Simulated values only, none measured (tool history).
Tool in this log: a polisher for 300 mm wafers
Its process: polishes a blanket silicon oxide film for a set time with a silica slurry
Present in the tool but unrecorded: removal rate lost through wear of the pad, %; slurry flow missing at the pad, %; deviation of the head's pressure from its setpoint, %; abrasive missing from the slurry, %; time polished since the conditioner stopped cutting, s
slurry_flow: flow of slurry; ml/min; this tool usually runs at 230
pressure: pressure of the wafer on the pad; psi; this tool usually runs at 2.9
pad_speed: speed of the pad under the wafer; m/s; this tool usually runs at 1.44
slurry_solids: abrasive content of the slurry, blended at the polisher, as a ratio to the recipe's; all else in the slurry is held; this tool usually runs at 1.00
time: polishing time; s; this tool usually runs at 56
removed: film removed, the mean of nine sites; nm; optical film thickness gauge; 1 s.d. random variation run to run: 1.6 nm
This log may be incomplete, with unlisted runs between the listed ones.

run	day	slurry_flow	pressure	pad_speed	slurry_solids	time	wafers since the last listed run	wafers polished on this pad	hours since the slurry nozzle was cleaned	hours since the head pressure was calibrated	hours since the slurry blender was calibrated	hours since the conditioning disc was replaced	incoming thickness of the incoming film, nm	removed
1	0.000	230	2.9	1.44	1.00	45	0	2371	234.7	1023.3	25.3	352.5	1503.6	121.2
# day 4.029: head pressure recalibrated
2	4.208	230	2.9	1.44	1.00	45	1437	3808	335.7	4.3	126.3	453.5	1472.3	118.8
3	10.600	230	2.9	1.44	1.00	56	2227	6035	489.1	157.7	279.7	606.9	1486.7	152.5
4	12.625	290	2.4	1.44	1.00	56	705	6741	537.7	206.3	328.3	655.5	1489.3	133.8
# day 14.233: conditioning disc replaced and pad reconditioned
# day 14.446: slurry nozzle cleaned
# day 16.458: worn pad replaced by a new one
5	17.117	290	2.4	1.44	1.00	56	1463	229	64.1	314.1	436.1	69.2	1477.2	134.2
6	21.142	230	2.4	1.44	1.00	66	1402	1632	160.7	410.7	532.7	165.8	1490.0	152.6
7	25.246	265	2.9	1.74	1.00	63	1429	3062	259.2	509.2	631.2	264.3	1478.7	196.6
8	26.996	170	3.7	1.44	1.20	56	609	3671	301.2	551.2	673.2	306.3	1475.2	181.3
# day 27.638: slurry blender recalibrated
9	30.475	170	3.7	1.44	1.20	56	1183	4854	384.7	634.7	68.1	389.8	1498.4	179.0
10	32.358	205	2.0	1.44	0.90	40	656	5511	429.9	679.9	113.3	435.0	1482.8	78.0
11	36.050	230	2.9	1.10	0.75	63	1286	6797	518.5	768.5	201.9	523.6	1464.8	122.2
# day 36.838: conditioning disc replaced and pad reconditioned
# day 38.071: slurry nozzle cleaned
# day 39.192: worn pad replaced by a new one
12	39.354	195	2.9	1.44	1.00	45	1049	56	30.8	847.8	281.2	60.4	1462.8	115.3
13	42.508	310	2.9	1.44	1.00	56	1098	1155	106.5	923.5	356.9	136.1	1458.9	153.8
14	44.825	230	2.9	1.44	1.00	56	807	1962	162.1	979.1	412.5	191.7	1459.9	150.4

Run 15 has not been measured yet. What should we expect?
15	48.767	230	2.9	1.44	1.00	56	1373	3335	256.7	1073.7	507.1	286.3	1486.4	?

Run 15 came out at removed 148.2 nm.
With the hidden condition absent and the run-to-run variation left alone, this run would have shown removed 148.2 nm.
